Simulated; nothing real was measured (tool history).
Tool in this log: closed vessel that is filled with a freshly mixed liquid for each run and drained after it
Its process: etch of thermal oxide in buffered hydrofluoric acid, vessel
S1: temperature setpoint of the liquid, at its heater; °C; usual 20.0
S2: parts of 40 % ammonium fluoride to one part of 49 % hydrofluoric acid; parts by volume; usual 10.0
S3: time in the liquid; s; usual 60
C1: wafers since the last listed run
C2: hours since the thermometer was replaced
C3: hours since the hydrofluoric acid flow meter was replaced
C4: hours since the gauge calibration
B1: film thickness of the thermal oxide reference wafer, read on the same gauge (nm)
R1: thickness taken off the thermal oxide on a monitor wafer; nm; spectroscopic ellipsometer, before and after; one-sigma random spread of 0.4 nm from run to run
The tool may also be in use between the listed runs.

run    hour    S1    S2  S3     C1      C2      C3      C4      B1      R1
  1     0.0  20.0  10.0  60      0  1474.0   713.2   739.0   99.99   58.91
  2    83.5  20.0  10.0  60   6864  1557.5   796.7   822.5  100.00   58.10
  3   128.8  20.0  13.0  60   3724  1602.8   842.0   867.8   99.95   46.06
  4   188.9  20.0  10.0  60   4941  1662.9   902.1   927.9  100.00   59.79
  5   254.2  20.0  10.0  60   5368  1728.2   967.4   993.2  100.00   59.15
  6   338.6  20.0  10.0  60   6938  1812.6  1051.8  1077.6  100.01   59.17
  7   424.5  23.0  10.0  60   7062  1898.5  1137.7  1163.5  100.01   70.02
  8   464.6  23.0  10.0  60   3296  1938.6  1177.8  1203.6  100.01   70.55
  9   510.6  20.0  10.0  30   3781  1984.6  1223.8  1249.6  100.01   30.43
 10   604.7  20.0   7.5  45   7736  2078.7  1317.9  1343.7   99.98   58.46
 11   677.6  20.0  10.0  60   5993  2151.6  1390.8  1416.6  100.02   59.46
 12   772.8  20.0  10.0  60   7826  2246.8  1486.0  1511.8  100.03   60.14
 13   820.7  20.0  13.5  30   3938  2294.7  1533.9  1559.7  100.00   22.35
      866.2  -- hydrofluoric acid flow meter replaced
 14   872.1  21.5  12.0  80   4143  2346.1     5.9  1611.1  100.00   76.72
      877.6  -- gauge calibrated
     1020.4  -- thermometer replaced
 15  1136.7  24.0   8.0  80  21671   116.3   270.5   259.1   99.99  111.63
 16  1216.1  20.0  10.0  85   6527   195.7   349.9   338.5   99.97   79.17
 17  1285.8  20.0  10.0  60   5730   265.4   419.6   408.2   99.98   56.30

4 options for the next run, each taken on its own from the tool as it stands now. Forecast them:
  A  1286.5  20.0   9.0  60  57  266.1  420.3  408.9   ?   ?
  B  1286.5  23.0   7.5  85  57  266.1  420.3  408.9   ?   ?
  C  1286.5  20.0   8.0  40  57  266.1  420.3  408.9   ?   ?
  D  1286.5  20.0  10.0  50  57  266.1  420.3  408.9   ?   ?

run     B1      R1
  A  99.98   60.73
  B  99.98  123.03
  C  99.98   45.75
  D  99.98   47.16
Take away the tool's hidden state, keep each run's random variation, and the runs would have read:
run      R1
  A   59.86
  B  122.01
  C   45.35
  D   46.68

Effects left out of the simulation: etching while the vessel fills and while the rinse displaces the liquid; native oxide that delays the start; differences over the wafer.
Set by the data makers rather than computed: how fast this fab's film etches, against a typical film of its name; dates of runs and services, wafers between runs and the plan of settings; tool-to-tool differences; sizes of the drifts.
